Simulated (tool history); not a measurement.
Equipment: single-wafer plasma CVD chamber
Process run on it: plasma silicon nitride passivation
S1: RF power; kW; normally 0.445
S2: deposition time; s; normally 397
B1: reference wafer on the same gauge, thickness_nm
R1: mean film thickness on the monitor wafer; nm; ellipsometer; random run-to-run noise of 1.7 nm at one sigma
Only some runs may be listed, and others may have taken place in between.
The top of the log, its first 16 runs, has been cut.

run,day,S1,S2,B1,R1
# day 8.783: gauge calibrated
17,8.854,0.445,397,693.033,585.376
18,9.146,0.400,440,692.895,634.163
19,10.083,0.380,397,693.058,562.634
20,10.617,0.445,397,692.583,586.702
# day 10.958: RF generator calibrated
21,11.300,0.445,397,692.386,587.496
22,11.888,0.445,376,693.086,557.255
# day 12.338: showerhead replaced
23,12.583,0.360,349,693.438,490.822
24,13.008,0.395,340,693.719,487.565
25,13.646,0.480,330,692.563,498.270
26,14.129,0.380,397,693.561,563.540
27,14.858,0.520,397,693.029,610.807
28,15.504,0.405,363,692.839,524.649
29,16.108,0.510,397,693.546,607.943
30,16.396,0.445,397,693.289,587.022

Expected results for the next run?
31,16.729,0.490,326,?,?

{"run 31": {"B1": 693.299, "R1": 494.195}}
Without the tool's hidden state the same run would have given R1 494.195 nm.
